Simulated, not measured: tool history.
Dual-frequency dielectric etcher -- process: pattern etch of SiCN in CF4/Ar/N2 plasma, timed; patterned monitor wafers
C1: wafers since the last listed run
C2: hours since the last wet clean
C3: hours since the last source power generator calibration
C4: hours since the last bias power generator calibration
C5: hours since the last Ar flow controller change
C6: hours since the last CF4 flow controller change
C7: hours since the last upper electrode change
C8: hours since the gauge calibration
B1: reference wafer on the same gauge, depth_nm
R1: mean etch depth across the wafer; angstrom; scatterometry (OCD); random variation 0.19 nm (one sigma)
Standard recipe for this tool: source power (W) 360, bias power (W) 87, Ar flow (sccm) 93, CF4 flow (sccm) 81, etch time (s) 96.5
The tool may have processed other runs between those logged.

{"run": 1, "hour": 0.0, "source power (W)": 290, "bias power (W)": 87, "Ar flow (sccm)": 93, "CF4 flow (sccm)": 81, "etch time (s)": 96.5, "C1": 0, "C2": 273.3, "C3": 3519.0, "C4": 1007.8, "C5": 2574.5, "C6": 4515.3, "C7": 3879.4, "C8": 1070.9, "B1": 76.3, "R1": 545}
{"hour": 58.6, "done": "wet clean of the chamber"}
{"run": 2, "hour": 69.6, "source power (W)": 290, "bias power (W)": 87, "Ar flow (sccm)": 93, "CF4 flow (sccm)": 81, "etch time (s)": 96.5, "C1": 531, "C2": 11.0, "C3": 3588.6, "C4": 1077.4, "C5": 2644.1, "C6": 4584.9, "C7": 3949.0, "C8": 1140.5, "B1": 76.3, "R1": 548}
{"run": 3, "hour": 133.9, "source power (W)": 360, "bias power (W)": 87, "Ar flow (sccm)": 93, "CF4 flow (sccm)": 81, "etch time (s)": 96.5, "C1": 749, "C2": 75.3, "C3": 3652.9, "C4": 1141.7, "C5": 2708.4, "C6": 4649.2, "C7": 4013.3, "C8": 1204.8, "B1": 76.3, "R1": 691}
{"hour": 140.1, "done": "gauge calibrated"}
{"run": 4, "hour": 159.5, "source power (W)": 360, "bias power (W)": 95, "Ar flow (sccm)": 93, "CF4 flow (sccm)": 81, "etch time (s)": 96.5, "C1": 298, "C2": 100.9, "C3": 3678.5, "C4": 1167.3, "C5": 2734.0, "C6": 4674.8, "C7": 4038.9, "C8": 19.4, "B1": 76.3, "R1": 711}
{"run": 5, "hour": 203.9, "source power (W)": 360, "bias power (W)": 95, "Ar flow (sccm)": 93, "CF4 flow (sccm)": 81, "etch time (s)": 96.5, "C1": 517, "C2": 145.3, "C3": 3722.9, "C4": 1211.7, "C5": 2778.4, "C6": 4719.2, "C7": 4083.3, "C8": 63.8, "B1": 76.3, "R1": 712}
{"run": 6, "hour": 231.0, "source power (W)": 360, "bias power (W)": 95, "Ar flow (sccm)": 93, "CF4 flow (sccm)": 81, "etch time (s)": 96.5, "C1": 315, "C2": 172.4, "C3": 3750.0, "C4": 1238.8, "C5": 2805.5, "C6": 4746.3, "C7": 4110.4, "C8": 90.9, "B1": 76.3, "R1": 708}
{"run": 7, "hour": 282.7, "source power (W)": 310, "bias power (W)": 87, "Ar flow (sccm)": 93, "CF4 flow (sccm)": 63, "etch time (s)": 96.5, "C1": 602, "C2": 224.1, "C3": 3801.7, "C4": 1290.5, "C5": 2857.2, "C6": 4798.0, "C7": 4162.1, "C8": 142.6, "B1": 76.3, "R1": 570}
{"run": 8, "hour": 339.0, "source power (W)": 360, "bias power (W)": 87, "Ar flow (sccm)": 93, "CF4 flow (sccm)": 90, "etch time (s)": 96.5, "C1": 656, "C2": 280.4, "C3": 3858.0, "C4": 1346.8, "C5": 2913.5, "C6": 4854.3, "C7": 4218.4, "C8": 198.9, "B1": 76.3, "R1": 700}
{"run": 9, "hour": 368.4, "source power (W)": 430, "bias power (W)": 87, "Ar flow (sccm)": 101, "CF4 flow (sccm)": 99, "etch time (s)": 112.5, "C1": 342, "C2": 309.8, "C3": 3887.4, "C4": 1376.2, "C5": 2942.9, "C6": 4883.7, "C7": 4247.8, "C8": 228.3, "B1": 76.3, "R1": 987}
{"hour": 402.3, "done": "wet clean of the chamber"}
{"run": 10, "hour": 408.5, "source power (W)": 310, "bias power (W)": 80, "Ar flow (sccm)": 93, "CF4 flow (sccm)": 97, "etch time (s)": 109.0, "C1": 187, "C2": 6.2, "C3": 3927.5, "C4": 1416.3, "C5": 2983.0, "C6": 4923.8, "C7": 4287.9, "C8": 268.4, "B1": 76.3, "R1": 667}
{"hour": 430.0, "done": "CF4 flow controller replaced"}
{"run": 11, "hour": 454.6, "source power (W)": 360, "bias power (W)": 78, "Ar flow (sccm)": 104, "CF4 flow (sccm)": 81, "etch time (s)": 96.5, "C1": 467, "C2": 52.3, "C3": 3973.6, "C4": 1462.4, "C5": 3029.1, "C6": 24.6, "C7": 4334.0, "C8": 314.5, "B1": 76.3, "R1": 658}
{"hour": 492.4, "done": "Ar flow controller replaced"}
{"run": 12, "hour": 499.0, "source power (W)": 360, "bias power (W)": 97, "Ar flow (sccm)": 80, "CF4 flow (sccm)": 65, "etch time (s)": 96.5, "C1": 447, "C2": 96.7, "C3": 4018.0, "C4": 1506.8, "C5": 6.6, "C6": 69.0, "C7": 4378.4, "C8": 358.9, "B1": 76.3, "R1": 708}
{"hour": 512.0, "done": "source power generator calibrated"}
{"hour": 523.8, "done": "bias power generator calibrated"}
{"hour": 538.3, "done": "upper electrode replaced"}
{"run": 13, "hour": 544.5, "source power (W)": 400, "bias power (W)": 87, "Ar flow (sccm)": 93, "CF4 flow (sccm)": 81, "etch time (s)": 96.5, "C1": 267, "C2": 142.2, "C3": 32.5, "C4": 20.7, "C5": 52.1, "C6": 114.5, "C7": 6.2, "C8": 404.4, "B1": 76.3, "R1": 784}
{"run": 14, "hour": 611.2, "source power (W)": 360, "bias power (W)": 108, "Ar flow (sccm)": 93, "CF4 flow (sccm)": 81, "etch time (s)": 108.0, "C1": 777, "C2": 208.9, "C3": 99.2, "C4": 87.4, "C5": 118.8, "C6": 181.2, "C7": 72.9, "C8": 471.1, "B1": 76.3, "R1": 837}
{"run": 15, "hour": 645.0, "source power (W)": 360, "bias power (W)": 87, "Ar flow (sccm)": 93, "CF4 flow (sccm)": 81, "etch time (s)": 96.5, "C1": 394, "C2": 242.7, "C3": 133.0, "C4": 121.2, "C5": 152.6, "C6": 215.0, "C7": 106.7, "C8": 504.9, "B1": 76.3, "R1": 699}
{"run": 16, "hour": 712.8, "source power (W)": 430, "bias power (W)": 97, "Ar flow (sccm)": 107, "CF4 flow (sccm)": 81, "etch time (s)": 115.5, "C1": 790, "C2": 310.5, "C3": 200.8, "C4": 189.0, "C5": 220.4, "C6": 282.8, "C7": 174.5, "C8": 572.7, "B1": 76.3, "R1": 1017}
{"run": 17, "hour": 745.0, "source power (W)": 360, "bias power (W)": 87, "Ar flow (sccm)": 93, "CF4 flow (sccm)": 81, "etch time (s)": 96.5, "C1": 375, "C2": 342.7, "C3": 233.0, "C4": 221.2, "C5": 252.6, "C6": 315.0, "C7": 206.7, "C8": 604.9, "B1": 76.3, "R1": 700}
{"hour": 792.8, "done": "wet clean of the chamber"}
{"run": 18, "hour": 793.3, "source power (W)": 360, "bias power (W)": 87, "Ar flow (sccm)": 93, "CF4 flow (sccm)": 81, "etch time (s)": 96.5, "C1": 283, "C2": 0.5, "C3": 281.3, "C4": 269.5, "C5": 300.9, "C6": 363.3, "C7": 255.0, "C8": 653.2, "B1": 76.3, "R1": 692}
{"run": 19, "hour": 830.8, "source power (W)": 360, "bias power (W)": 87, "Ar flow (sccm)": 76, "CF4 flow (sccm)": 81, "etch time (s)": 96.5, "C1": 437, "C2": 38.0, "C3": 318.8, "C4": 307.0, "C5": 338.4, "C6": 400.8, "C7": 292.5, "C8": 690.7, "B1": 76.3, "R1": 718}
{"run": 20, "hour": 886.1, "source power (W)": 360, "bias power (W)": 87, "Ar flow (sccm)": 93, "CF4 flow (sccm)": 81, "etch time (s)": 96.5, "C1": 644, "C2": 93.3, "C3": 374.1, "C4": 362.3, "C5": 393.7, "C6": 456.1, "C7": 347.8, "C8": 746.0, "B1": 76.3, "R1": 695}

Below are 5 alternative next runs, each starting from the tool's condition after run 20. Predict each:
{"run": "A", "hour": 886.5, "source power (W)": 430, "bias power (W)": 87, "Ar flow (sccm)": 93, "CF4 flow (sccm)": 81, "etch time (s)": 96.5, "C1": 4, "C2": 93.7, "C3": 374.5, "C4": 362.7, "C5": 394.1, "C6": 456.5, "C7": 348.2, "C8": 746.4, "B1": "?", "R1": "?"}
{"run": "B", "hour": 886.5, "source power (W)": 360, "bias power (W)": 87, "Ar flow (sccm)": 74, "CF4 flow (sccm)": 66, "etch time (s)": 123.0, "C1": 4, "C2": 93.7, "C3": 374.5, "C4": 362.7, "C5": 394.1, "C6": 456.5, "C7": 348.2, "C8": 746.4, "B1": "?", "R1": "?"}
{"run": "C", "hour": 886.5, "source power (W)": 320, "bias power (W)": 87, "Ar flow (sccm)": 110, "CF4 flow (sccm)": 81, "etch time (s)": 108.5, "C1": 4, "C2": 93.7, "C3": 374.5, "C4": 362.7, "C5": 394.1, "C6": 456.5, "C7": 348.2, "C8": 746.4, "B1": "?", "R1": "?"}
{"run": "D", "hour": 886.5, "source power (W)": 360, "bias power (W)": 106, "Ar flow (sccm)": 79, "CF4 flow (sccm)": 97, "etch time (s)": 96.5, "C1": 4, "C2": 93.7, "C3": 374.5, "C4": 362.7, "C5": 394.1, "C6": 456.5, "C7": 348.2, "C8": 746.4, "B1": "?", "R1": "?"}
{"run": "E", "hour": 886.5, "source power (W)": 360, "bias power (W)": 93, "Ar flow (sccm)": 93, "CF4 flow (sccm)": 81, "etch time (s)": 96.5, "C1": 4, "C2": 93.7, "C3": 374.5, "C4": 362.7, "C5": 394.1, "C6": 456.5, "C7": 348.2, "C8": 746.4, "B1": "?", "R1": "?"}

run=A B1=76.3 R1=838
run=B B1=76.3 R1=890
run=C B1=76.3 R1=675
run=D B1=76.3 R1=770
run=E B1=76.3 R1=710
With the hidden condition removed and each run's random variation left untouched, the same runs would have given:
run=A R1=843
run=B R1=896
run=C R1=680
run=D R1=775
run=E R1=715
